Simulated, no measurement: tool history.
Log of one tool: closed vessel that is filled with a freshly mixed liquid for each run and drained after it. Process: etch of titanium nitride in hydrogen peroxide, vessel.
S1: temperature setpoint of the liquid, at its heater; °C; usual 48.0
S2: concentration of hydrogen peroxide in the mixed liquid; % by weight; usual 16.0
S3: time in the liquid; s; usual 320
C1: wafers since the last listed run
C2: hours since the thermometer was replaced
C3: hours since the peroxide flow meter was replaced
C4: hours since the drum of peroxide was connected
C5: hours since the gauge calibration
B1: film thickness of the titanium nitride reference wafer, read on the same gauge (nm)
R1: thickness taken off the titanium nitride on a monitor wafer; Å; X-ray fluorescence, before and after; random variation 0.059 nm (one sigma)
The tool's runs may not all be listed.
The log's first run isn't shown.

run,day,S1,S2,S3,C1,C2,C3,C4,C5,B1,R1
# day 0.742: peroxide flow meter replaced
2,1.112,48.0,16.0,320,3045,1781.1,8.9,518.1,1073.0,119.97,90.3
3,1.662,48.0,16.0,320,1563,1794.3,22.1,531.3,1086.2,120.01,88.1
4,3.079,48.0,16.0,320,4028,1828.3,56.1,565.3,1120.2,119.99,88.8
5,3.600,48.0,16.0,320,1481,1840.8,68.6,577.8,1132.7,120.01,89.8
6,4.442,48.0,16.0,320,2393,1861.0,88.8,598.0,1152.9,120.00,89.3
7,5.596,48.0,16.0,320,3281,1888.7,116.5,625.7,1180.6,119.99,90.6
# day 5.983: gauge calibrated
8,6.621,53.0,16.0,320,2914,1913.3,141.1,650.3,15.3,120.02,127.3
9,7.929,52.0,21.0,220,3720,1944.7,172.5,681.7,46.7,120.02,87.5
10,9.158,57.5,12.0,320,3495,1974.2,202.0,711.2,76.2,119.98,166.4
11,9.758,48.0,14.0,320,1706,1988.6,216.4,725.6,90.6,120.03,86.9
12,10.354,48.0,16.0,320,1694,2002.9,230.7,739.9,104.9,120.02,89.4
13,11.838,52.0,12.0,320,4217,2038.5,266.3,775.5,140.5,120.02,114.0
14,13.279,50.5,14.0,465,4099,2073.1,300.9,810.1,175.1,120.01,153.2
15,14.108,53.5,19.0,185,2357,2093.0,320.8,830.0,195.0,120.00,80.7
16,18.588,48.0,16.0,320,12736,2200.5,428.3,937.5,302.5,120.00,90.7
17,19.550,39.5,16.0,320,2736,2223.6,451.4,960.6,325.6,120.01,49.0
18,20.671,57.5,16.0,380,3187,2250.5,478.3,987.5,352.5,120.01,212.0
# day 20.875: thermometer replaced
# day 21.679: new drum of peroxide connected
19,21.950,55.0,16.0,170,3400,25.8,509.0,6.5,383.2,120.00,72.8
20,22.733,39.5,20.0,155,2227,44.6,527.8,25.3,402.0,119.96,22.2
21,23.775,48.0,16.0,465,2962,69.6,552.8,50.3,427.0,120.04,120.3

Forecast run 22:
22,24.646,54.0,16.0,320,2476,90.5,573.7,71.2,447.9,?,?

B1: 120.00
R1: 127.9 Å
Without the tool's hidden state the same run would have given R1 127.3 Å.
